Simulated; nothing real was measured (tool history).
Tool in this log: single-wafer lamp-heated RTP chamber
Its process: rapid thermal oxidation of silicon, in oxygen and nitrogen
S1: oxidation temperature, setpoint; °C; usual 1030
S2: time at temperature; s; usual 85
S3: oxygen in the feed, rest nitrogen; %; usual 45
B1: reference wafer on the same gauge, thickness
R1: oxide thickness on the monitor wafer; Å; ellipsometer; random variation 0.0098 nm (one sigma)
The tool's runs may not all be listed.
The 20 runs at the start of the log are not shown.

| run | hour | S1 | S2 | S3 | B1 | R1 |
|---|---|---|---|---|---|---|
| 21 | 269.2 | 1016 | 85 | 45 | 5.981 | 60.59 |
| 22 | 279.5 | 1030 | 85 | 45 | 5.979 | 66.61 |
|  | 327.8 | pyrometer window cleaned and pyrometer calibrated |
| 23 | 328.3 | 1030 | 85 | 45 | 5.979 | 65.74 |
| 24 | 337.3 | 1030 | 51 | 63 | 5.978 | 58.84 |
| 25 | 351.6 | 1054 | 105 | 37 | 5.98 | 79.49 |
| 26 | 367.3 | 1046 | 50 | 28 | 5.978 | 49.55 |
| 27 | 382.1 | 1011 | 74 | 20 | 5.981 | 41.69 |
| 28 | 392.5 | 1060 | 105 | 70 | 5.979 | 104.35 |
| 29 | 404.4 | 1024 | 85 | 45 | 5.979 | 63.29 |
| 30 | 411 | 1030 | 85 | 45 | 5.98 | 65.87 |
| 31 | 425.3 | 1030 | 52 | 45 | 5.981 | 53.32 |
| 32 | 431.3 | 1030 | 45 | 55 | 5.981 | 53.7 |
| 33 | 442.1 | 1012 | 61 | 45 | 5.981 | 50.59 |
| 34 | 450 | 1011 | 105 | 17 | 5.981 | 45.89 |
| 35 | 458.2 | 1030 | 72 | 69 | 5.981 | 71.59 |
| 36 | 475.1 | 1030 | 85 | 45 | 5.98 | 66.13 |
| 37 | 492.3 | 1030 | 85 | 45 | 5.98 | 66.27 |
| 38 | 503.7 | 1050 | 116 | 67 | 5.98 | 100.98 |
| 39 | 517.9 | 1030 | 85 | 21 | 5.98 | 51.06 |

Branching from run 39: 3 alternative next runs. What would each branch give?
| A | 518.3 | 1030 | 85 | 54 | ? | ? |
| B | 518.3 | 1030 | 74 | 71 | ? | ? |
| C | 518.3 | 1030 | 100 | 60 | ? | ? |

| run | B1 | R1 |
|---|---|---|
| A | 5.98 | 70.6 |
| B | 5.98 | 73.12 |
| C | 5.98 | 78.85 |
Stripped of hidden state, with their random variation kept, the same runs would have yielded:
| run | R1 |
|---|---|
| A | 69.8 |
| B | 72.28 |
| C | 77.95 |
